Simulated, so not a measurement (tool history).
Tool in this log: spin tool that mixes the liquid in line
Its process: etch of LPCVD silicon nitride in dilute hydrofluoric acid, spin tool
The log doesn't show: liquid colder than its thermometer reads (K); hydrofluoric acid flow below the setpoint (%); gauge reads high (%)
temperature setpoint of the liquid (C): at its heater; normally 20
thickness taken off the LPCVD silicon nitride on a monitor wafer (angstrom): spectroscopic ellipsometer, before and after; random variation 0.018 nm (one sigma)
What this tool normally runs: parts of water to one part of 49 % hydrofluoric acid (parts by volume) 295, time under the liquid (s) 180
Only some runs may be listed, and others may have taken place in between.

run    hour  temperature setpoint of the liquid (C)  parts of water to one part of 49 % hydrofluoric acid (parts by volume)  time under the liquid (s)  wafers since the last listed run  hours since the thermometer was replaced  hours since the hydrofluoric acid flow meter was replaced  hours since the gauge calibration  read-back film thickness of the LPCVD silicon nitride reference wafer, read on the same gauge (nm)  thickness taken off the LPCVD silicon nitride on a monitor wafer (angstrom)
  1       0                                      20                                                                     295                        180                                 0                                      1209                                                      240.7                             1535.4                                                                                              100.01                                                                          2.4
  2    49.9                                      20                                                                     295                        180                               240                                    1258.9                                                      290.6                             1585.3                                                                                              99.995                                                                         2.21
  3    99.8                                      20                                                                     295                        180                               240                                    1308.8                                                      340.5                             1635.2                                                                                              99.992                                                                         2.19
  4   167.8                                      20                                                                     295                        180                               327                                    1376.8                                                      408.5                             1703.2                                                                                             100.004                                                                         2.38
  5   201.3                                      20                                                                     295                        180                               161                                    1410.3                                                        442                             1736.7                                                                                             100.016                                                                         2.14
      311.5  -- hydrofluoric acid flow meter replaced
  6   355.3                                      20                                                                     295                        180                               736                                    1564.3                                                       43.8                             1890.7                                                                                              99.994                                                                         2.28
  7   447.2                                      20                                                                     295                        180                               442                                    1656.2                                                      135.7                             1982.6                                                                                             100.011                                                                         2.28
  8   500.7                                      20                                                                     295                        180                               257                                    1709.7                                                      189.2                             2036.1                                                                                             100.004                                                                         2.63
  9   528.8                                      20                                                                     295                        120                               135                                    1737.8                                                      217.3                             2064.2                                                                                             100.023                                                                          1.5
 10     554                                      20                                                                     295                        120                               121                                      1763                                                      242.5                             2089.4                                                                                              99.969                                                                         1.57
      658.8  -- thermometer replaced
 11   663.3                                      20                                                                     230                        120                               521                                       4.5                                                      351.8                             2198.7                                                                                             100.005                                                                         1.97
 12   696.9                                      20                                                                     230                        120                               161                                      38.1                                                      385.4                             2232.3                                                                                              99.999                                                                         1.82
 13   739.9                                      20                                                                     295                        180                               206                                      81.1                                                      428.4                             2275.3                                                                                              99.982                                                                         2.08
 14   787.8                                      20                                                                     295                        180                               230                                       129                                                      476.3                             2323.2                                                                                              99.997                                                                         2.37
      803.6  -- hydrofluoric acid flow meter replaced
 15   827.5                                      20                                                                     295                        180                               186                                     168.7                                                       23.9                             2362.9                                                                                             100.017                                                                         2.31
      880.7  -- gauge calibrated
 16   889.8                                      17                                                                     195                        180                               299                                       231                                                       86.2                                9.1                                                                                              99.998                                                                         2.81
 17   924.4                                      20                                                                     245                        275                               166                                     265.6                                                      120.8                               43.7                                                                                             100.001                                                                         4.09
 18   955.6                                      20                                                                     395                        180                               150                                     296.8                                                        152                               74.9                                                                                              99.993                                                                          1.6
 19  1062.3                                    17.5                                                                     375                        150                               513                                     403.5                                                      258.7                              181.6                                                                                              99.997                                                                         1.33
 20  1121.3                                      20                                                                     295                        125                               283                                     462.5                                                      317.7                              240.6                                                                                             100.006                                                                          1.7
 21  1192.7                                    17.5                                                                     375                        150                               343                                     533.9                                                      389.1                                312                                                                                             100.018                                                                         1.34
 22    1248                                      23                                                                     200                        265                               266                                     589.2                                                      444.4                              367.3                                                                                              99.968                                                                         5.68
 23  1299.9                                    23.5                                                                     295                        180                               249                                     641.1                                                      496.3                              419.2                                                                                             100.005                                                                         2.38
     1315.6  -- hydrofluoric acid flow meter replaced
 24  1361.3                                      18                                                                     385                        280                               290                                     702.5                                                       45.7                              480.6                                                                                             100.016                                                                         2.67
 25  1429.3                                      20                                                                     405                        245                               327                                     770.5                                                      113.7                              548.6                                                                                             100.012                                                                         2.34
 26  1496.7                                      20                                                                     380                        180                               324                                     837.9                                                      181.1                                616                                                                                              99.997                                                                         1.51
 27  1563.6                                      20                                                                     190                         80                               321                                     904.8                                                        248                              682.9                                                                                              99.993                                                                         1.67
 28    1596                                      18                                                                     295                        150                               155                                     937.2                                                      280.4                              715.3                                                                                             100.014                                                                         1.99
 29    1658                                      20                                                                     295                        225                               298                                     999.2                                                      342.4                              777.3                                                                                              99.985                                                                         3.07
 30  1694.8                                      20                                                                     295                        180                               177                                      1036                                                      379.2                              814.1                                                                                              99.992                                                                         2.14
 31  1720.1                                    24.5                                                                     160                        105                               121                                    1061.3                                                      404.5                              839.4                                                                                             100.005                                                                         3.44
     1754.8  -- hydrofluoric acid flow meter replaced
 32  1791.8                                    23.5                                                                     335                        240                               340                                      1133                                                         37                              911.1                                                                                               99.96                                                                         3.05

Predict each of these 4 candidate next runs independently; none follows another, all start after run 32:
  A  1792.3                                      20                                                                     295                        180                                 2                                    1133.5                                                       37.5                              911.6                                                                                                   ?                                                                            ?
  B  1792.3                                      22                                                                     235                        135                                 2                                    1133.5                                                       37.5                              911.6                                                                                                   ?                                                                            ?
  C  1792.3                                      17                                                                     295                        265                                 2                                    1133.5                                                       37.5                              911.6                                                                                                   ?                                                                            ?
  D  1792.3                                      17                                                                     295                        215                                 2                                    1133.5                                                       37.5                              911.6                                                                                                   ?                                                                            ?

run  read-back film thickness of the LPCVD silicon nitride reference wafer, read on the same gauge (nm)  thickness taken off the LPCVD silicon nitride on a monitor wafer (angstrom)
  A                                                                                             100.011                                                                         2.44
  B                                                                                             100.011                                                                          2.6
  C                                                                                             100.011                                                                         2.96
  D                                                                                             100.011                                                                          2.4
Without the tool's unlogged condition, the same runs would have read:
run  thickness taken off the LPCVD silicon nitride on a monitor wafer (angstrom)
  A                                                                         2.44
  B                                                                          2.6
  C                                                                         2.96
  D                                                                          2.4

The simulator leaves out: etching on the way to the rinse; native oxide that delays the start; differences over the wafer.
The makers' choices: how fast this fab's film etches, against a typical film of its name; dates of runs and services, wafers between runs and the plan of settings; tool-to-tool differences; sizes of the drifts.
